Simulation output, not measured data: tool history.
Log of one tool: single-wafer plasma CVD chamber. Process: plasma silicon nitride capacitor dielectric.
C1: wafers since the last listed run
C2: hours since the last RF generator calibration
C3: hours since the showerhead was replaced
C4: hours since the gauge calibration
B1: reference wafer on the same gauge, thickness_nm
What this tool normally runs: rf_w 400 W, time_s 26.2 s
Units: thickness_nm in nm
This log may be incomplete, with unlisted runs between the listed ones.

Run 1, hour 0.0: usual settings; C1 0; C2 319.8; C3 2319.9; C4 1588.8; B1 41.997. Result: thickness_nm 39.659 nm.
Run 2, hour 91.8: usual settings; C1 2281; C2 411.6; C3 2411.7; C4 1680.6; B1 41.962. Result: thickness_nm 39.549 nm.
Run 3, hour 183.1: usual settings; C1 2269; C2 502.9; C3 2503.0; C4 1771.9; B1 42.011. Result: thickness_nm 39.511 nm.
Run 4, hour 269.6: usual settings; C1 2150; C2 589.4; C3 2589.5; C4 1858.4; B1 41.988. Result: thickness_nm 39.301 nm.
Run 5, hour 330.4: usual settings; C1 1511; C2 650.2; C3 2650.3; C4 1919.2; B1 42.045. Result: thickness_nm 39.405 nm.
Run 6, hour 436.8: usual settings; C1 2644; C2 756.6; C3 2756.7; C4 2025.6; B1 41.991. Result: thickness_nm 39.226 nm.
Run 7, hour 509.0: usual settings but rf_w 345 W; C1 1794; C2 828.8; C3 2828.9; C4 2097.8; B1 42.009. Result: thickness_nm 37.768 nm.
Run 8, hour 607.4: usual settings but rf_w 345 W; C1 2445; C2 927.2; C3 2927.3; C4 2196.2; B1 41.983. Result: thickness_nm 38.012 nm.
Run 9, hour 658.4: usual settings; C1 1267; C2 978.2; C3 2978.3; C4 2247.2; B1 42.000. Result: thickness_nm 39.601 nm.
Run 10, hour 744.2: usual settings; C1 2132; C2 1064.0; C3 3064.1; C4 2333.0; B1 42.010. Result: thickness_nm 39.540 nm.
Run 11, hour 813.9: usual settings; C1 1732; C2 1133.7; C3 3133.8; C4 2402.7; B1 42.014. Result: thickness_nm 39.404 nm.
Run 12, hour 916.6: usual settings; C1 2552; C2 1236.4; C3 3236.5; C4 2505.4; B1 42.029. Result: thickness_nm 39.406 nm.
At hour 1014.5: gauge calibrated.
Run 13, hour 1017.0: usual settings; C1 2495; C2 1336.8; C3 3336.9; C4 2.5; B1 42.061. Result: thickness_nm 39.385 nm.
Run 14, hour 1144.7: usual settings; C1 3174; C2 1464.5; C3 3464.6; C4 130.2; B1 41.972. Result: thickness_nm 39.008 nm.
At hour 1287.5: showerhead replaced.
Run 15, hour 1315.3: usual settings; C1 4041; C2 1635.1; C3 27.8; C4 300.8; B1 42.004. Result: thickness_nm 39.212 nm.
Run 16, hour 1413.9: usual settings but rf_w 320 W, time_s 24.2 s; C1 2450; C2 1733.7; C3 126.4; C4 399.4; B1 41.985. Result: thickness_nm 33.938 nm.
Run 17, hour 1487.3: usual settings but rf_w 325 W; C1 1824; C2 1807.1; C3 199.8; C4 472.8; B1 41.994. Result: thickness_nm 37.042 nm.
At hour 1517.5: RF generator calibrated.
Run 18, hour 1593.7: usual settings; C1 2445; C2 76.2; C3 306.2; C4 579.2; B1 42.018. Result: thickness_nm 39.572 nm.
Run 19, hour 1649.9: usual settings but rf_w 465 W, time_s 29.0 s; C1 1396; C2 132.4; C3 362.4; C4 635.4; B1 41.996. Result: thickness_nm 46.026 nm.
Run 20, hour 1725.8: usual settings but rf_w 435 W, time_s 24.8 s; C1 1886; C2 208.3; C3 438.3; C4 711.3; B1 41.982. Result: thickness_nm 38.469 nm.
Run 21, hour 1828.6: usual settings but time_s 23.3 s; C1 2555; C2 311.1; C3 541.1; C4 814.1; B1 42.004. Result: thickness_nm 35.266 nm.
Run 22, hour 1910.4: usual settings; C1 2033; C2 392.9; C3 622.9; C4 895.9; B1 42.004. Result: thickness_nm 40.054 nm.
Run 23, hour 2006.6: usual settings; C1 2391; C2 489.1; C3 719.1; C4 992.1; B1 41.961. Result: thickness_nm 39.829 nm.
Run 24, hour 2081.9: usual settings but time_s 22.6 s; C1 1871; C2 564.4; C3 794.4; C4 1067.4; B1 41.970. Result: thickness_nm 34.395 nm.
Run 25, hour 2141.6: usual settings; C1 1483; C2 624.1; C3 854.1; C4 1127.1; B1 41.971. Result: thickness_nm 39.774 nm.
Run 26, hour 2248.5: usual settings but rf_w 355 W, time_s 30.6 s; C1 2657; C2 731.0; C3 961.0; C4 1234.0; B1 42.020. Result: thickness_nm 44.555 nm.
Run 27, hour 2300.6: usual settings but time_s 28.0 s; C1 1295; C2 783.1; C3 1013.1; C4 1286.1; B1 41.959. Result: thickness_nm 42.413 nm.
Run 28, hour 2348.7: usual settings but rf_w 475 W, time_s 28.3 s; C1 1195; C2 831.2; C3 1061.2; C4 1334.2; B1 42.006. Result: thickness_nm 44.478 nm.
Run 29, hour 2445.2: usual settings but rf_w 325 W, time_s 24.5 s; C1 2398; C2 927.7; C3 1157.7; C4 1430.7; B1 41.996. Result: thickness_nm 35.196 nm.
Run 30, hour 2548.2: usual settings but rf_w 435 W, time_s 29.6 s; C1 2560; C2 1030.7; C3 1260.7; C4 1533.7; B1 42.025. Result: thickness_nm 45.355 nm.

Give the tool's hidden conditions for every run:
gauge reads high (%): 0 across all the runs
H1: delivered RF power above the setpoint (%)
run      H1
  1   -2.04
  2   -2.37
  3   -2.69
  4   -2.99
  5    -3.2
  6   -3.58
  7   -3.83
  8   -4.18
  9   -4.36
 10   -4.66
 11    -4.9
 12   -5.26
 13   -5.61
 14   -6.06
 15   -6.66
 16   -7.01
 17   -7.27
 18  -0.618
 19  -0.816
 20   -1.08
 21   -1.44
 22   -1.73
 23   -2.07
 24   -2.33
 25   -2.54
 26   -2.92
 27    -3.1
 28   -3.27
 29   -3.61
 30   -3.97
